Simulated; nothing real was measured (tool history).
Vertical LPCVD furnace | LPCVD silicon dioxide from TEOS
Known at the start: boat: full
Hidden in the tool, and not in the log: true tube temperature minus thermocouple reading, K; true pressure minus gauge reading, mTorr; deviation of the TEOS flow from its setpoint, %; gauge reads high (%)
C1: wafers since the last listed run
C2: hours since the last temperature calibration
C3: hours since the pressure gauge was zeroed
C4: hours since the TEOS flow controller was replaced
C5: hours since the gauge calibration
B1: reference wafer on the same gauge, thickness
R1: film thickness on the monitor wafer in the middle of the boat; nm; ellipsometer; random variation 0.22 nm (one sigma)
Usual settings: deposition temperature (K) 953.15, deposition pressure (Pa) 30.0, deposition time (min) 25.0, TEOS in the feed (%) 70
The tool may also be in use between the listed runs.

run 1 hour=0.0 | deposition_temperature_(K)=953.15 deposition_pressure_(Pa)=30.0 deposition_time_(min)=25.0 TEOS_in_the_feed_(%)=70 | C1=0 C2=3213.1 C3=4564.3 C4=0.5 C5=1523.1 | B1=85.29 | R1=91.36
run 2 hour=33.1 | deposition_temperature_(K)=953.15 deposition_pressure_(Pa)=30.0 deposition_time_(min)=25.0 TEOS_in_the_feed_(%)=70 | C1=611 C2=3246.2 C3=4597.4 C4=33.6 C5=1556.2 | B1=85.29 | R1=91.64
run 3 hour=67.7 | deposition_temperature_(K)=953.15 deposition_pressure_(Pa)=30.0 deposition_time_(min)=25.0 TEOS_in_the_feed_(%)=70 | C1=639 C2=3280.8 C3=4632.0 C4=68.2 C5=1590.8 | B1=85.29 | R1=91.23
run 4 hour=117.8 | deposition_temperature_(K)=960.15 deposition_pressure_(Pa)=30.0 deposition_time_(min)=25.0 TEOS_in_the_feed_(%)=70 | C1=925 C2=3330.9 C3=4682.1 C4=118.3 C5=1640.9 | B1=85.30 | R1=108.14
run 5 hour=154.4 | deposition_temperature_(K)=960.15 deposition_pressure_(Pa)=30.0 deposition_time_(min)=25.0 TEOS_in_the_feed_(%)=70 | C1=676 C2=3367.5 C3=4718.7 C4=154.9 C5=1677.5 | B1=85.30 | R1=108.32
run 6 hour=216.3 | deposition_temperature_(K)=960.15 deposition_pressure_(Pa)=30.0 deposition_time_(min)=25.0 TEOS_in_the_feed_(%)=70 | C1=1143 C2=3429.4 C3=4780.6 C4=216.8 C5=1739.4 | B1=85.30 | R1=107.96
-- hour=240.6 thermocouples replaced and temperature profile calibrated
run 7 hour=275.3 | deposition_temperature_(K)=953.15 deposition_pressure_(Pa)=30.0 deposition_time_(min)=25.0 TEOS_in_the_feed_(%)=70 | C1=646 C2=34.7 C3=4839.6 C4=275.8 C5=1798.4 | B1=85.29 | R1=87.97
run 8 hour=339.1 | deposition_temperature_(K)=953.15 deposition_pressure_(Pa)=30.0 deposition_time_(min)=25.0 TEOS_in_the_feed_(%)=70 | C1=1178 C2=98.5 C3=4903.4 C4=339.6 C5=1862.2 | B1=85.27 | R1=87.53
run 9 hour=406.0 | deposition_temperature_(K)=953.15 deposition_pressure_(Pa)=30.0 deposition_time_(min)=25.0 TEOS_in_the_feed_(%)=70 | C1=1235 C2=165.4 C3=4970.3 C4=406.5 C5=1929.1 | B1=85.31 | R1=87.51
run 10 hour=469.4 | deposition_temperature_(K)=949.15 deposition_pressure_(Pa)=30.0 deposition_time_(min)=17.0 TEOS_in_the_feed_(%)=56 | C1=1171 C2=228.8 C3=5033.7 C4=469.9 C5=1992.5 | B1=85.30 | R1=48.54
run 11 hour=505.6 | deposition_temperature_(K)=943.15 deposition_pressure_(Pa)=27.3 deposition_time_(min)=15.5 TEOS_in_the_feed_(%)=83 | C1=668 C2=265.0 C3=5069.9 C4=506.1 C5=2028.7 | B1=85.28 | R1=44.38
run 12 hour=562.7 | deposition_temperature_(K)=948.15 deposition_pressure_(Pa)=24.7 deposition_time_(min)=25.0 TEOS_in_the_feed_(%)=66 | C1=1054 C2=322.1 C3=5127.0 C4=563.2 C5=2085.8 | B1=85.32 | R1=67.74
-- hour=721.9 gauge calibrated
run 13 hour=756.0 | deposition_temperature_(K)=953.15 deposition_pressure_(Pa)=32.7 deposition_time_(min)=25.0 TEOS_in_the_feed_(%)=70 | C1=3571 C2=515.4 C3=5320.3 C4=756.5 C5=34.1 | B1=85.31 | R1=92.61
run 14 hour=783.2 | deposition_temperature_(K)=953.15 deposition_pressure_(Pa)=30.0 deposition_time_(min)=30.5 TEOS_in_the_feed_(%)=70 | C1=502 C2=542.6 C3=5347.5 C4=783.7 C5=61.3 | B1=85.35 | R1=107.52
run 15 hour=820.5 | deposition_temperature_(K)=953.15 deposition_pressure_(Pa)=33.3 deposition_time_(min)=25.0 TEOS_in_the_feed_(%)=81 | C1=689 C2=579.9 C3=5384.8 C4=821.0 C5=98.6 | B1=85.29 | R1=100.28
run 16 hour=870.6 | deposition_temperature_(K)=953.15 deposition_pressure_(Pa)=30.0 deposition_time_(min)=25.0 TEOS_in_the_feed_(%)=70 | C1=925 C2=630.0 C3=5434.9 C4=871.1 C5=148.7 | B1=85.31 | R1=88.47
-- hour=964.5 pressure gauge zeroed
run 17 hour=965.0 | deposition_temperature_(K)=953.15 deposition_pressure_(Pa)=30.0 deposition_time_(min)=25.0 TEOS_in_the_feed_(%)=70 | C1=1300 C2=724.4 C3=0.5 C4=965.5 C5=243.1 | B1=85.28 | R1=91.14
run 18 hour=977.8 | deposition_temperature_(K)=953.15 deposition_pressure_(Pa)=30.0 deposition_time_(min)=25.0 TEOS_in_the_feed_(%)=70 | C1=236 C2=737.2 C3=13.3 C4=978.3 C5=255.9 | B1=85.28 | R1=90.88
run 19 hour=1027.3 | deposition_temperature_(K)=953.15 deposition_pressure_(Pa)=22.7 deposition_time_(min)=25.0 TEOS_in_the_feed_(%)=70 | C1=914 C2=786.7 C3=62.8 C4=1027.8 C5=305.4 | B1=85.29 | R1=79.37
run 20 hour=1054.6 | deposition_temperature_(K)=953.15 deposition_pressure_(Pa)=30.0 deposition_time_(min)=29.0 TEOS_in_the_feed_(%)=70 | C1=504 C2=814.0 C3=90.1 C4=1055.1 C5=332.7 | B1=85.29 | R1=105.84
run 21 hour=1145.3 | deposition_temperature_(K)=953.15 deposition_pressure_(Pa)=30.0 deposition_time_(min)=31.0 TEOS_in_the_feed_(%)=70 | C1=1675 C2=904.7 C3=180.8 C4=1145.8 C5=423.4 | B1=85.29 | R1=113.12
run 22 hour=1214.9 | deposition_temperature_(K)=953.15 deposition_pressure_(Pa)=30.0 deposition_time_(min)=25.0 TEOS_in_the_feed_(%)=70 | C1=1285 C2=974.3 C3=250.4 C4=1215.4 C5=493.0 | B1=85.28 | R1=91.26
run 23 hour=1275.8 | deposition_temperature_(K)=958.15 deposition_pressure_(Pa)=30.0 deposition_time_(min)=28.5 TEOS_in_the_feed_(%)=70 | C1=1125 C2=1035.2 C3=311.3 C4=1276.3 C5=553.9 | B1=85.30 | R1=117.73
run 24 hour=1331.4 | deposition_temperature_(K)=958.15 deposition_pressure_(Pa)=30.0 deposition_time_(min)=25.0 TEOS_in_the_feed_(%)=57 | C1=1027 C2=1090.8 C3=366.9 C4=1331.9 C5=609.5 | B1=85.31 | R1=92.96
run 25 hour=1359.6 | deposition_temperature_(K)=953.15 deposition_pressure_(Pa)=24.7 deposition_time_(min)=29.0 TEOS_in_the_feed_(%)=70 | C1=520 C2=1119.0 C3=395.1 C4=1360.1 C5=637.7 | B1=85.29 | R1=96.37
run 26 hour=1415.0 | deposition_temperature_(K)=953.15 deposition_pressure_(Pa)=30.0 deposition_time_(min)=19.0 TEOS_in_the_feed_(%)=70 | C1=1023 C2=1174.4 C3=450.5 C4=1415.5 C5=693.1 | B1=85.29 | R1=69.29
run 27 hour=1440.8 | deposition_temperature_(K)=953.15 deposition_pressure_(Pa)=30.0 deposition_time_(min)=25.0 TEOS_in_the_feed_(%)=70 | C1=476 C2=1200.2 C3=476.3 C4=1441.3 C5=718.9 | B1=85.26 | R1=91.54
run 28 hour=1488.5 | deposition_temperature_(K)=953.15 deposition_pressure_(Pa)=30.0 deposition_time_(min)=32.5 TEOS_in_the_feed_(%)=70 | C1=881 C2=1247.9 C3=524.0 C4=1489.0 C5=766.6 | B1=85.31 | R1=118.43
run 29 hour=1516.7 | deposition_temperature_(K)=953.15 deposition_pressure_(Pa)=30.0 deposition_time_(min)=25.0 TEOS_in_the_feed_(%)=70 | C1=520 C2=1276.1 C3=552.2 C4=1517.2 C5=794.8 | B1=85.27 | R1=91.28
run 30 hour=1555.1 | deposition_temperature_(K)=953.15 deposition_pressure_(Pa)=33.3 deposition_time_(min)=25.0 TEOS_in_the_feed_(%)=77 | C1=709 C2=1314.5 C3=590.6 C4=1555.6 C5=833.2 | B1=85.31 | R1=100.84
run 31 hour=1623.4 | deposition_temperature_(K)=944.15 deposition_pressure_(Pa)=27.3 deposition_time_(min)=16.0 TEOS_in_the_feed_(%)=83 | C1=1261 C2=1382.8 C3=658.9 C4=1623.9 C5=901.5 | B1=85.33 | R1=48.76

Forecast each of these 4 alternatives for the next run:
run A hour=1627.4 | deposition_temperature_(K)=953.15 deposition_pressure_(Pa)=30.0 deposition_time_(min)=25.0 TEOS_in_the_feed_(%)=70 | C1=73 C2=1386.8 C3=662.9 C4=1627.9 C5=905.5 | B1=? | R1=?
run B hour=1627.4 | deposition_temperature_(K)=953.15 deposition_pressure_(Pa)=30.0 deposition_time_(min)=17.0 TEOS_in_the_feed_(%)=80 | C1=73 C2=1386.8 C3=662.9 C4=1627.9 C5=905.5 | B1=? | R1=?
run C hour=1627.4 | deposition_temperature_(K)=958.15 deposition_pressure_(Pa)=30.0 deposition_time_(min)=25.0 TEOS_in_the_feed_(%)=70 | C1=73 C2=1386.8 C3=662.9 C4=1627.9 C5=905.5 | B1=? | R1=?
run D hour=1627.4 | deposition_temperature_(K)=953.15 deposition_pressure_(Pa)=23.3 deposition_time_(min)=18.0 TEOS_in_the_feed_(%)=62 | C1=73 C2=1386.8 C3=662.9 C4=1627.9 C5=905.5 | B1=? | R1=?

run=A B1=85.29 R1=91.64
run=B B1=85.29 R1=66.62
run=C B1=85.29 R1=103.37
run=D B1=85.29 R1=54.71
Without the tool's hidden state the same runs would have given:
run=A R1=90.34
run=B R1=65.67
run=C R1=101.92
run=D R1=53.99
